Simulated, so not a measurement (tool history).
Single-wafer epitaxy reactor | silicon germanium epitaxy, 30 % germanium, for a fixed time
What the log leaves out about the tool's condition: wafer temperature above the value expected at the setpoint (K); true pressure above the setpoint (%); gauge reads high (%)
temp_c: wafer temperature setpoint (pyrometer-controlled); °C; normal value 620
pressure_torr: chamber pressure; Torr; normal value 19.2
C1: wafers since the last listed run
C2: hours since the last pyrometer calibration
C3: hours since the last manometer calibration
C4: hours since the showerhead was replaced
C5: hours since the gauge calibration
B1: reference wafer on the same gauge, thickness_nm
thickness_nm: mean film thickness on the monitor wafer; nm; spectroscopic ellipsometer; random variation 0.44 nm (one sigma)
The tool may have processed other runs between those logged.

{"run": 1, "hour": 0.0, "temp_c": 620, "pressure_torr": 19.2, "C1": 0, "C2": 1009.9, "C3": 1034.4, "C4": 3462.6, "C5": 169.1, "B1": 83.056, "thickness_nm": 92.405}
{"run": 2, "hour": 12.4, "temp_c": 620, "pressure_torr": 19.2, "C1": 274, "C2": 1022.3, "C3": 1046.8, "C4": 3475, "C5": 181.5, "B1": 83.328, "thickness_nm": 92.254}
{"run": 3, "hour": 41.6, "temp_c": 620, "pressure_torr": 19.2, "C1": 646, "C2": 1051.5, "C3": 1076, "C4": 3504.2, "C5": 210.7, "B1": 83.173, "thickness_nm": 92.682}
{"run": 4, "hour": 50.6, "temp_c": 620, "pressure_torr": 19.2, "C1": 199, "C2": 1060.5, "C3": 1085, "C4": 3513.2, "C5": 219.7, "B1": 83.118, "thickness_nm": 92.742}
{"run": 5, "hour": 56.9, "temp_c": 620, "pressure_torr": 19.2, "C1": 139, "C2": 1066.8, "C3": 1091.3, "C4": 3519.5, "C5": 226, "B1": 83.082, "thickness_nm": 92.491}
{"run": 6, "hour": 69.3, "temp_c": 629, "pressure_torr": 19.2, "C1": 274, "C2": 1079.2, "C3": 1103.7, "C4": 3531.9, "C5": 238.4, "B1": 83.297, "thickness_nm": 110.989}
{"run": 7, "hour": 111.2, "temp_c": 629, "pressure_torr": 19.2, "C1": 927, "C2": 1121.1, "C3": 1145.6, "C4": 3573.8, "C5": 280.3, "B1": 83.209, "thickness_nm": 110.804}
{"hour": 128.7, "done": "pyrometer calibrated"}
{"run": 8, "hour": 129.2, "temp_c": 620, "pressure_torr": 19.2, "C1": 221, "C2": 0.5, "C3": 1163.6, "C4": 3591.8, "C5": 298.3, "B1": 83.345, "thickness_nm": 96.545}
{"run": 9, "hour": 132.7, "temp_c": 620, "pressure_torr": 19.2, "C1": 77, "C2": 4, "C3": 1167.1, "C4": 3595.3, "C5": 301.8, "B1": 83.287, "thickness_nm": 96.71}
{"run": 10, "hour": 144.1, "temp_c": 620, "pressure_torr": 19.2, "C1": 252, "C2": 15.4, "C3": 1178.5, "C4": 3606.7, "C5": 313.2, "B1": 83.229, "thickness_nm": 96.138}
{"run": 11, "hour": 159.2, "temp_c": 610, "pressure_torr": 19.2, "C1": 334, "C2": 30.5, "C3": 1193.6, "C4": 3621.8, "C5": 328.3, "B1": 83.126, "thickness_nm": 79.006}
{"run": 12, "hour": 166.4, "temp_c": 610, "pressure_torr": 19.2, "C1": 159, "C2": 37.7, "C3": 1200.8, "C4": 3629, "C5": 335.5, "B1": 83.221, "thickness_nm": 79.32}
{"run": 13, "hour": 178.9, "temp_c": 610, "pressure_torr": 19.2, "C1": 276, "C2": 50.2, "C3": 1213.3, "C4": 3641.5, "C5": 348, "B1": 83.154, "thickness_nm": 79.3}
{"run": 14, "hour": 187.4, "temp_c": 615, "pressure_torr": 16.2, "C1": 188, "C2": 58.7, "C3": 1221.8, "C4": 3650, "C5": 356.5, "B1": 83.099, "thickness_nm": 81.887}
{"hour": 208.0, "done": "capacitance manometer re-zeroed and calibrated"}
{"run": 15, "hour": 208.5, "temp_c": 620, "pressure_torr": 19.2, "C1": 289, "C2": 79.8, "C3": 0.5, "C4": 3671.1, "C5": 377.6, "B1": 83.136, "thickness_nm": 96.592}
{"run": 16, "hour": 209.9, "temp_c": 607, "pressure_torr": 23.8, "C1": 30, "C2": 81.2, "C3": 1.9, "C4": 3672.5, "C5": 379, "B1": 83.181, "thickness_nm": 81.041}
{"hour": 232.7, "done": "pyrometer calibrated, repeated, since the last time left the tool worse"}
{"hour": 240.5, "done": "showerhead replaced"}
{"run": 17, "hour": 241.0, "temp_c": 606, "pressure_torr": 23.1, "C1": 337, "C2": 8.3, "C3": 33, "C4": 0.5, "C5": 410.1, "B1": 83.394, "thickness_nm": 72.638}
{"run": 18, "hour": 241.3, "temp_c": 632, "pressure_torr": 19.2, "C1": 6, "C2": 8.6, "C3": 33.3, "C4": 0.8, "C5": 410.4, "B1": 83.228, "thickness_nm": 112.411}
{"run": 19, "hour": 253.2, "temp_c": 631, "pressure_torr": 21, "C1": 263, "C2": 20.5, "C3": 45.2, "C4": 12.7, "C5": 422.3, "B1": 83.267, "thickness_nm": 114.709}
{"run": 20, "hour": 265.8, "temp_c": 620, "pressure_torr": 22.1, "C1": 278, "C2": 33.1, "C3": 57.8, "C4": 25.3, "C5": 434.9, "B1": 83.21, "thickness_nm": 94.622}
{"run": 21, "hour": 274.1, "temp_c": 614, "pressure_torr": 14.8, "C1": 183, "C2": 41.4, "C3": 66.1, "C4": 33.6, "C5": 443.2, "B1": 83.343, "thickness_nm": 71.714}
{"run": 22, "hour": 289.9, "temp_c": 620, "pressure_torr": 19.2, "C1": 349, "C2": 57.2, "C3": 81.9, "C4": 49.4, "C5": 459, "B1": 83.275, "thickness_nm": 88.449}
{"run": 23, "hour": 296.3, "temp_c": 620, "pressure_torr": 19.2, "C1": 141, "C2": 63.6, "C3": 88.3, "C4": 55.8, "C5": 465.4, "B1": 83.244, "thickness_nm": 89.417}
{"run": 24, "hour": 303.6, "temp_c": 631, "pressure_torr": 19.2, "C1": 161, "C2": 70.9, "C3": 95.6, "C4": 63.1, "C5": 472.7, "B1": 83.216, "thickness_nm": 110.625}
{"hour": 322.7, "done": "gauge calibrated"}
{"run": 25, "hour": 351.1, "temp_c": 620, "pressure_torr": 19.2, "C1": 1051, "C2": 118.4, "C3": 143.1, "C4": 110.6, "C5": 28.4, "B1": 83.144, "thickness_nm": 89.591}
{"run": 26, "hour": 365.3, "temp_c": 620, "pressure_torr": 19.2, "C1": 314, "C2": 132.6, "C3": 157.3, "C4": 124.8, "C5": 42.6, "B1": 83.105, "thickness_nm": 89.717}
{"run": 27, "hour": 378.6, "temp_c": 634, "pressure_torr": 22.1, "C1": 294, "C2": 145.9, "C3": 170.6, "C4": 138.1, "C5": 55.9, "B1": 83.24, "thickness_nm": 125.752}

Run 28 comes next. What will it give?
{"run": 28, "hour": 396.5, "temp_c": 614, "pressure_torr": 20.5, "C1": 396, "C2": 163.8, "C3": 188.5, "C4": 156, "C5": 73.8, "B1": "?", "thickness_nm": "?"}

{"run 28": {"B1": 83.148, "thickness_nm": 81.14}}
Had the tool carried no hidden state, the very same run would have given thickness_nm 80.104 nm.
